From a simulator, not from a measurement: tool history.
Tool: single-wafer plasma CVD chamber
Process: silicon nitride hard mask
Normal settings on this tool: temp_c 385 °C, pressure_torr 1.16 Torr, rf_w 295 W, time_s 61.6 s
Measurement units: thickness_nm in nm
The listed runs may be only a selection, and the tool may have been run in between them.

| run | hour | temp_c | pressure_torr | rf_w | time_s | read-back reference wafer on the same gauge, thickness_nm | thickness_nm |
|---|---|---|---|---|---|---|---|
| 1 | 0.0 | 393 | 1.16 | 295 | 61.6 | 74.590 | 61.043 |
| 2 | 25.5 | 385 | 1.16 | 340 | 56.9 | 74.585 | 63.497 |
| 3 | 46.5 | 385 | 1.16 | 340 | 56.9 | 74.524 | 63.306 |
| 4 | 77.4 | 385 | 1.16 | 295 | 61.6 | 74.528 | 60.807 |
| 5 | 89.4 | 385 | 1.16 | 295 | 61.6 | 74.584 | 60.222 |
| 6 | 102.0 | 385 | 1.16 | 295 | 61.6 | 74.569 | 60.510 |
| 7 | 130.7 | 385 | 1.16 | 295 | 61.6 | 74.488 | 60.778 |
| 8 | 143.4 | 385 | 1.16 | 315 | 61.6 | 74.724 | 63.807 |
| 9 | 175.8 | 385 | 1.16 | 315 | 61.6 | 74.623 | 63.774 |
| 10 | 208.2 | 385 | 1.16 | 295 | 61.6 | 74.603 | 59.973 |
|  | 218.8 | gauge calibrated |
| 11 | 233.8 | 385 | 1.16 | 295 | 61.6 | 74.536 | 59.621 |
| 12 | 246.9 | 385 | 1.16 | 295 | 61.6 | 74.700 | 60.117 |
|  | 258.9 | showerhead replaced |
| 13 | 266.4 | 385 | 1.37 | 295 | 61.6 | 74.722 | 63.796 |
| 14 | 296.1 | 385 | 1.16 | 295 | 61.6 | 74.634 | 59.955 |
|  | 305.8 | capacitance manometer re-zeroed and calibrated |
| 15 | 323.4 | 397 | 1.24 | 295 | 61.6 | 74.676 | 61.314 |
| 16 | 347.2 | 385 | 1.33 | 350 | 49.4 | 74.559 | 57.921 |
| 17 | 371.1 | 385 | 1.35 | 295 | 61.6 | 74.619 | 62.936 |
| 18 | 396.9 | 385 | 1.16 | 295 | 61.6 | 74.557 | 60.025 |
|  | 430.4 | RF generator calibrated |
| 19 | 430.9 | 385 | 0.92 | 255 | 69.2 | 74.561 | 53.727 |
| 20 | 448.6 | 385 | 1.16 | 295 | 61.6 | 74.587 | 62.529 |
|  | 457.7 | thermocouple changed; heater temperature recalibrated |
| 21 | 475.6 | 385 | 1.16 | 265 | 50.3 | 74.623 | 45.804 |
| 22 | 490.5 | 395 | 1.26 | 295 | 61.6 | 74.583 | 64.380 |
| 23 | 507.4 | 385 | 1.16 | 255 | 61.6 | 74.544 | 53.746 |
| 24 | 526.4 | 374 | 1.03 | 295 | 61.6 | 74.521 | 59.459 |
| 25 | 560.3 | 385 | 1.16 | 295 | 61.6 | 74.649 | 62.121 |

Expected results for the next run?
| 26 | 587.5 | 377 | 1.16 | 315 | 61.6 | ? | ? |

read-back reference wafer on the same gauge, thickness_nm: 74.595
thickness_nm: 65.746 nm
With the hidden condition absent and the run-to-run variation left alone, this run would have shown thickness_nm 67.030 nm.
